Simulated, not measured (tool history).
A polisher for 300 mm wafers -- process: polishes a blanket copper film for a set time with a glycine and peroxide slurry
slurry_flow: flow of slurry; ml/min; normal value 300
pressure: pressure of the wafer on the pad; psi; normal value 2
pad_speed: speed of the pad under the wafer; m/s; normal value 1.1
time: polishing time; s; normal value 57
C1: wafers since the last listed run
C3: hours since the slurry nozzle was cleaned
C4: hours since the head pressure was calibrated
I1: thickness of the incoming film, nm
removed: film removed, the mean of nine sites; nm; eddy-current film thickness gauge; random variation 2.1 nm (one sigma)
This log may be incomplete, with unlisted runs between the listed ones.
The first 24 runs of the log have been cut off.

At hour 1223.1: worn pad replaced by a new one.
Run 25, hour 1226.3: usual settings but slurry_flow 390 ml/min, pressure 2.5 psi, pad_speed 1.28 m/s, time 73 s; C1 192; wafers polished on this pad 27; C3 357.3; C4 973.1; I1 2131.2. Result: removed 393.2 nm.
At hour 1250.3: slurry nozzle cleaned.
Run 26, hour 1259.3: usual settings but pressure 1.6 psi, time 67 s; C1 275; wafers polished on this pad 303; C3 9; C4 1006.1; I1 2107.4. Result: removed 272.9 nm.
At hour 1285.7: head pressure recalibrated.
Run 27, hour 1298.9: usual settings but pressure 2.6 psi, pad_speed 0.8 m/s; C1 324; wafers polished on this pad 627; C3 48.6; C4 13.2; I1 2099.8. Result: removed 228.9 nm.
Run 28, hour 1359.6: usual settings but slurry_flow 380 ml/min; C1 523; wafers polished on this pad 1151; C3 109.3; C4 73.9; I1 2066.6. Result: removed 253.7 nm.
Run 29, hour 1387: usual settings but slurry_flow 340 ml/min, pressure 2.6 psi, pad_speed 1.46 m/s, time 51 s; C1 236; wafers polished on this pad 1387; C3 136.7; C4 101.3; I1 2061.8. Result: removed 321.6 nm.
Run 30, hour 1442.4: usual settings but slurry_flow 250 ml/min, pad_speed 1.44 m/s, time 66 s; C1 477; wafers polished on this pad 1865; C3 192.1; C4 156.7; I1 2112.9. Result: removed 339.6 nm.
Run 31, hour 1508.4: usual settings but pad_speed 1.24 m/s; C1 569; wafers polished on this pad 2434; C3 258.1; C4 222.7; I1 2079.3. Result: removed 263.2 nm.
Run 32, hour 1579.2: usual settings but pressure 2.3 psi, pad_speed 0.88 m/s; C1 610; wafers polished on this pad 3044; C3 328.9; C4 293.5; I1 2040.9. Result: removed 212.3 nm.
Run 33, hour 1624.6: usual settings but slurry_flow 205 ml/min, pressure 2.2 psi, pad_speed 1.4 m/s, time 49 s; C1 391; wafers polished on this pad 3436; C3 374.3; C4 338.9; I1 2084.1. Result: removed 231.6 nm.
Run 34, hour 1651.6: usual settings but pad_speed 1.28 m/s; C1 232; wafers polished on this pad 3669; C3 401.3; C4 365.9; I1 2108.3. Result: removed 254 nm.
At hour 1665.8: slurry nozzle cleaned.
At hour 1691.7: worn pad replaced by a new one.
Run 35, hour 1692.2: usual settings; C1 306; wafers polished on this pad 4; C3 26.4; C4 406.5; I1 2137.3. Result: removed 252.9 nm.
Run 36, hour 1756.4: usual settings; C1 553; wafers polished on this pad 558; C3 90.6; C4 470.7; I1 2092. Result: removed 249.9 nm.

Below are 5 alternative next runs, each starting from the tool's condition after run 36. Predict each:
Run A, hour 1756.8: usual settings; C1 3; wafers polished on this pad 561; C3 91; C4 471.1; I1 2053.6. Result: removed ?.
Run B, hour 1756.8: usual settings but pressure 1.7 psi, pad_speed 1.22 m/s, time 39 s; C1 3; wafers polished on this pad 561; C3 91; C4 471.1; I1 2053.6. Result: removed ?.
Run C, hour 1756.8: usual settings but slurry_flow 380 ml/min, pad_speed 0.8 m/s, time 65 s; C1 3; wafers polished on this pad 561; C3 91; C4 471.1; I1 2053.6. Result: removed ?.
Run D, hour 1756.8: usual settings but slurry_flow 340 ml/min, pressure 2.5 psi, pad_speed 1.36 m/s; C1 3; wafers polished on this pad 561; C3 91; C4 471.1; I1 2053.6. Result: removed ?.
Run E, hour 1756.8: usual settings but slurry_flow 265 ml/min, time 73 s; C1 3; wafers polished on this pad 561; C3 91; C4 471.1; I1 2053.6. Result: removed ?.

run  removed
  A      248
  B    170.1
  C    231.4
  D    331.5
  E    312.7
Take away the tool's hidden state, keep each run's random variation, and the runs would have read:
run  removed
  A    253.3
  B    173.7
  C    235.5
  D    337.9
  E    320.1
